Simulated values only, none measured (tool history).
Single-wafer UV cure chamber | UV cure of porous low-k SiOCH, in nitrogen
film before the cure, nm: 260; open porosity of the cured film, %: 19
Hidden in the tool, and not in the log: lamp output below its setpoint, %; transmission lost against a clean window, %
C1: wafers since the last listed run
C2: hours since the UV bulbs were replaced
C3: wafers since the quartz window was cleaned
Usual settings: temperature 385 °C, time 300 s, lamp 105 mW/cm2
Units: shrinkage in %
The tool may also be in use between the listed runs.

{"run": 1, "hour": 0.0, "temperature": 385, "time": 300, "lamp": 105, "C1": 0, "C2": 1138.9, "C3": 1734, "shrinkage": 12.95}
{"run": 2, "hour": 65.7, "temperature": 385, "time": 300, "lamp": 105, "C1": 188, "C2": 1204.6, "C3": 1923, "shrinkage": 12.538}
{"run": 3, "hour": 104.3, "temperature": 385, "time": 300, "lamp": 105, "C1": 110, "C2": 1243.2, "C3": 2033, "shrinkage": 12.869}
{"run": 4, "hour": 153.1, "temperature": 385, "time": 300, "lamp": 105, "C1": 139, "C2": 1292.0, "C3": 2173, "shrinkage": 13.228}
{"run": 5, "hour": 200.2, "temperature": 385, "time": 300, "lamp": 105, "C1": 135, "C2": 1339.1, "C3": 2308, "shrinkage": 12.827}
{"run": 6, "hour": 240.1, "temperature": 385, "time": 300, "lamp": 105, "C1": 114, "C2": 1379.0, "C3": 2423, "shrinkage": 13.502}
{"run": 7, "hour": 270.2, "temperature": 375, "time": 300, "lamp": 105, "C1": 86, "C2": 1409.1, "C3": 2509, "shrinkage": 12.858}
{"hour": 316.5, "done": "quartz window cleaned"}
{"run": 8, "hour": 318.1, "temperature": 375, "time": 300, "lamp": 105, "C1": 114, "C2": 1457.0, "C3": 4, "shrinkage": 13.146}
{"run": 9, "hour": 355.1, "temperature": 385, "time": 300, "lamp": 105, "C1": 106, "C2": 1494.0, "C3": 110, "shrinkage": 13.004}
{"run": 10, "hour": 379.4, "temperature": 385, "time": 300, "lamp": 105, "C1": 69, "C2": 1518.3, "C3": 180, "shrinkage": 12.866}
{"run": 11, "hour": 421.3, "temperature": 385, "time": 235, "lamp": 105, "C1": 120, "C2": 1560.2, "C3": 300, "shrinkage": 12.309}
{"run": 12, "hour": 466.5, "temperature": 385, "time": 235, "lamp": 105, "C1": 129, "C2": 1605.4, "C3": 429, "shrinkage": 11.669}
{"run": 13, "hour": 506.9, "temperature": 385, "time": 235, "lamp": 105, "C1": 115, "C2": 1645.8, "C3": 545, "shrinkage": 11.729}
{"run": 14, "hour": 578.8, "temperature": 385, "time": 300, "lamp": 105, "C1": 206, "C2": 1717.7, "C3": 751, "shrinkage": 12.761}
{"run": 15, "hour": 620.2, "temperature": 385, "time": 300, "lamp": 105, "C1": 118, "C2": 1759.1, "C3": 870, "shrinkage": 12.724}
{"hour": 663.9, "done": "UV bulbs replaced"}
{"run": 16, "hour": 669.3, "temperature": 370, "time": 210, "lamp": 125, "C1": 117, "C2": 5.4, "C3": 988, "shrinkage": 12.107}
{"run": 17, "hour": 711.1, "temperature": 385, "time": 380, "lamp": 105, "C1": 119, "C2": 47.2, "C3": 1108, "shrinkage": 13.931}
{"run": 18, "hour": 776.3, "temperature": 385, "time": 300, "lamp": 105, "C1": 186, "C2": 112.4, "C3": 1294, "shrinkage": 12.767}
{"run": 19, "hour": 834.9, "temperature": 385, "time": 300, "lamp": 131, "C1": 167, "C2": 171.0, "C3": 1462, "shrinkage": 13.804}
{"run": 20, "hour": 872.8, "temperature": 402, "time": 300, "lamp": 105, "C1": 108, "C2": 208.9, "C3": 1571, "shrinkage": 13.489}
{"run": 21, "hour": 925.9, "temperature": 374, "time": 250, "lamp": 105, "C1": 152, "C2": 262.0, "C3": 1723, "shrinkage": 11.955}
{"run": 22, "hour": 952.7, "temperature": 385, "time": 300, "lamp": 105, "C1": 76, "C2": 288.8, "C3": 1800, "shrinkage": 13.027}
{"run": 23, "hour": 1014.9, "temperature": 385, "time": 300, "lamp": 116, "C1": 178, "C2": 351.0, "C3": 1978, "shrinkage": 13.84}
{"run": 24, "hour": 1080.0, "temperature": 385, "time": 300, "lamp": 105, "C1": 186, "C2": 416.1, "C3": 2165, "shrinkage": 12.945}
{"hour": 1097.1, "done": "quartz window cleaned"}
{"run": 25, "hour": 1138.3, "temperature": 385, "time": 300, "lamp": 105, "C1": 144, "C2": 474.4, "C3": 117, "shrinkage": 12.754}
{"run": 26, "hour": 1193.7, "temperature": 391, "time": 430, "lamp": 73, "C1": 158, "C2": 529.8, "C3": 276, "shrinkage": 12.621}
{"run": 27, "hour": 1236.1, "temperature": 385, "time": 300, "lamp": 127, "C1": 121, "C2": 572.2, "C3": 398, "shrinkage": 14.104}
{"run": 28, "hour": 1283.5, "temperature": 398, "time": 160, "lamp": 127, "C1": 135, "C2": 619.6, "C3": 534, "shrinkage": 11.361}
{"run": 29, "hour": 1319.9, "temperature": 385, "time": 300, "lamp": 105, "C1": 104, "C2": 656.0, "C3": 638, "shrinkage": 12.776}

The next listed run, before its measurement:
{"run": 30, "hour": 1383.9, "temperature": 385, "time": 470, "lamp": 105, "C1": 183, "C2": 720.0, "C3": 821, "shrinkage": "?"}

{"run 30": {"shrinkage": 15.032}}
Without the tool's hidden state the same run would have given shrinkage 15.032 %.
